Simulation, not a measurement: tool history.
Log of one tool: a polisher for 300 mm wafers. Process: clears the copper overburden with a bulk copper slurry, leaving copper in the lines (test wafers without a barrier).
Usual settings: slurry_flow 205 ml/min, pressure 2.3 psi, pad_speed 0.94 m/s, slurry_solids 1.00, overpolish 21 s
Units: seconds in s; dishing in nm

run	hour	slurry_flow	pressure	pad_speed	slurry_solids	overpolish	incoming thickness of the incoming film, nm	seconds	dishing
1	0.0	205	2.3	0.94	1.00	21	922.7	97.0	76.8
2	10.1	205	2.3	0.94	1.00	21	940.0	96.7	73.2
3	18.1	205	2.3	0.94	1.00	21	929.6	99.8	70.7
4	25.7	205	2.3	0.94	1.00	21	945.7	100.7	72.5
5	42.8	205	2.3	0.94	1.00	21	919.6	98.2	72.6
6	58.1	205	2.3	0.94	1.00	21	937.2	99.2	77.1
7	67.3	205	2.3	0.94	1.00	21	937.4	100.1	72.0
8	83.0	205	2.3	0.94	1.00	21	946.0	97.3	73.9
# hour 97.4: worn pad replaced by a new one
9	97.9	205	2.3	0.94	1.00	15	944.0	100.4	61.1
10	103.1	205	2.3	0.94	1.00	15	932.2	99.8	61.8
11	111.9	205	2.3	0.94	1.00	21	932.8	103.6	75.2
12	126.3	205	2.3	0.94	1.00	21	930.9	103.3	72.5
13	133.4	205	2.3	0.94	1.00	21	922.7	99.2	74.5
# hour 135.8: slurry blender recalibrated
# hour 135.9: head pressure recalibrated
14	141.1	205	2.3	0.94	1.00	21	927.6	97.9	75.7
15	151.4	205	2.6	0.94	0.75	21	937.0	94.7	77.0
16	167.7	265	2.3	0.94	0.85	21	941.3	101.2	75.4
# hour 169.3: slurry nozzle cleaned
17	184.9	275	2.3	1.06	1.00	21	927.6	85.8	78.6
18	198.3	160	2.3	0.94	1.00	9	933.8	102.6	42.0
19	214.9	150	2.3	0.94	1.00	12	947.1	105.0	51.1
20	232.9	205	1.6	0.94	0.70	30	937.8	161.0	66.8
21	250.0	205	2.3	0.94	1.00	21	938.4	101.7	71.8
22	261.7	205	2.3	0.94	0.85	21	945.5	107.8	72.6

Forecast each of these 3 alternatives for the next run:
A	262.2	205	2.3	0.94	1.00	33	946.7	?	?
B	262.2	260	2.3	0.94	0.90	17	946.7	?	?
C	262.2	170	2.3	0.64	1.00	25	946.7	?	?

run	seconds	dishing
A	103.6	88.5
B	103.3	65.5
C	156.7	64.3
Without the tool's hidden state the same runs would have given:
run	seconds	dishing
A	103.6	88.5
B	103.3	65.5
C	156.7	64.3
